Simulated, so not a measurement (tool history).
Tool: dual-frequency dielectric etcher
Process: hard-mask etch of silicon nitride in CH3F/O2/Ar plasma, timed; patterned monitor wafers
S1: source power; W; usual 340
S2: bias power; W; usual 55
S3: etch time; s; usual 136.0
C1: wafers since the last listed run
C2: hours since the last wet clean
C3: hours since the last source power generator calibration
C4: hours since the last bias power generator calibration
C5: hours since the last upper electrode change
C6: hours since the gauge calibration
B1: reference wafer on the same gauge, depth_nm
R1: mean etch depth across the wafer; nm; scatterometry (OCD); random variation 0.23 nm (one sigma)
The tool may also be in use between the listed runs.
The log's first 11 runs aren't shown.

run 12 hour=239.9 | S1=340 S2=55 S3=136.0 | C1=143 C2=241.9 C3=4677.1 C4=3204.5 C5=72.3 C6=748.7 | B1=97.0 | R1=83.9
run 13 hour=275.8 | S1=380 S2=55 S3=136.0 | C1=405 C2=277.8 C3=4713.0 C4=3240.4 C5=108.2 C6=784.6 | B1=97.0 | R1=88.5
run 14 hour=374.1 | S1=340 S2=44 S3=157.5 | C1=1110 C2=376.1 C3=4811.3 C4=3338.7 C5=206.5 C6=882.9 | B1=96.9 | R1=89.4
-- hour=410.1 wet clean of the chamber
run 15 hour=410.6 | S1=340 S2=55 S3=136.0 | C1=141 C2=0.5 C3=4847.8 C4=3375.2 C5=243.0 C6=919.4 | B1=96.9 | R1=82.1
run 16 hour=419.8 | S1=260 S2=41 S3=136.0 | C1=103 C2=9.7 C3=4857.0 C4=3384.4 C5=252.2 C6=928.6 | B1=96.9 | R1=64.9
-- hour=419.9 gauge calibrated
-- hour=438.7 source power generator calibrated
run 17 hour=445.9 | S1=340 S2=44 S3=136.0 | C1=249 C2=35.8 C3=7.2 C4=3410.5 C5=278.3 C6=26.0 | B1=97.0 | R1=75.5
run 18 hour=471.7 | S1=300 S2=47 S3=122.5 | C1=291 C2=61.6 C3=33.0 C4=3436.3 C5=304.1 C6=51.8 | B1=96.8 | R1=66.2
run 19 hour=502.6 | S1=390 S2=44 S3=103.0 | C1=349 C2=92.5 C3=63.9 C4=3467.2 C5=335.0 C6=82.7 | B1=96.9 | R1=60.8
run 20 hour=515.5 | S1=320 S2=59 S3=120.5 | C1=145 C2=105.4 C3=76.8 C4=3480.1 C5=347.9 C6=95.6 | B1=96.8 | R1=73.5
-- hour=536.4 bias power generator calibrated
run 21 hour=538.7 | S1=420 S2=55 S3=170.0 | C1=216 C2=128.6 C3=100.0 C4=2.3 C5=371.1 C6=118.8 | B1=96.9 | R1=114.0
run 22 hour=572.6 | S1=280 S2=50 S3=95.0 | C1=383 C2=162.5 C3=133.9 C4=36.2 C5=405.0 C6=152.7 | B1=97.0 | R1=51.1
run 23 hour=589.1 | S1=340 S2=55 S3=136.0 | C1=186 C2=179.0 C3=150.4 C4=52.7 C5=421.5 C6=169.2 | B1=97.0 | R1=83.4
run 24 hour=620.1 | S1=310 S2=55 S3=107.5 | C1=350 C2=210.0 C3=181.4 C4=83.7 C5=452.5 C6=200.2 | B1=96.8 | R1=63.2
run 25 hour=642.3 | S1=340 S2=55 S3=136.0 | C1=250 C2=232.2 C3=203.6 C4=105.9 C5=474.7 C6=222.4 | B1=96.9 | R1=83.3
run 26 hour=665.9 | S1=280 S2=42 S3=165.0 | C1=266 C2=255.8 C3=227.2 C4=129.5 C5=498.3 C6=246.0 | B1=96.8 | R1=83.7
run 27 hour=693.5 | S1=370 S2=51 S3=121.5 | C1=311 C2=283.4 C3=254.8 C4=157.1 C5=525.9 C6=273.6 | B1=96.8 | R1=75.5
run 28 hour=719.6 | S1=340 S2=55 S3=136.0 | C1=294 C2=309.5 C3=280.9 C4=183.2 C5=552.0 C6=299.7 | B1=96.9 | R1=84.0
run 29 hour=749.1 | S1=340 S2=55 S3=136.0 | C1=333 C2=339.0 C3=310.4 C4=212.7 C5=581.5 C6=329.2 | B1=96.9 | R1=83.9
run 30 hour=769.0 | S1=340 S2=55 S3=136.0 | C1=224 C2=358.9 C3=330.3 C4=232.6 C5=601.4 C6=349.1 | B1=96.9 | R1=84.3
run 31 hour=788.2 | S1=340 S2=55 S3=136.0 | C1=216 C2=378.1 C3=349.5 C4=251.8 C5=620.6 C6=368.3 | B1=97.0 | R1=84.4

3 ways to go on from here, each from the tool as it stands after run 31. What would each give?
run A hour=788.7 | S1=340 S2=55 S3=112.5 | C1=5 C2=378.6 C3=350.0 C4=252.3 C5=621.1 C6=368.8 | B1=? | R1=?
run B hour=788.7 | S1=380 S2=60 S3=113.5 | C1=5 C2=378.6 C3=350.0 C4=252.3 C5=621.1 C6=368.8 | B1=? | R1=?
run C hour=788.7 | S1=280 S2=46 S3=173.5 | C1=5 C2=378.6 C3=350.0 C4=252.3 C5=621.1 C6=368.8 | B1=? | R1=?

run=A B1=96.9 R1=69.7
run=B B1=96.9 R1=76.5
run=C B1=96.9 R1=91.6
Without the tool's hidden state the same runs would have given:
run=A R1=68.3
run=B R1=74.9
run=C R1=89.8
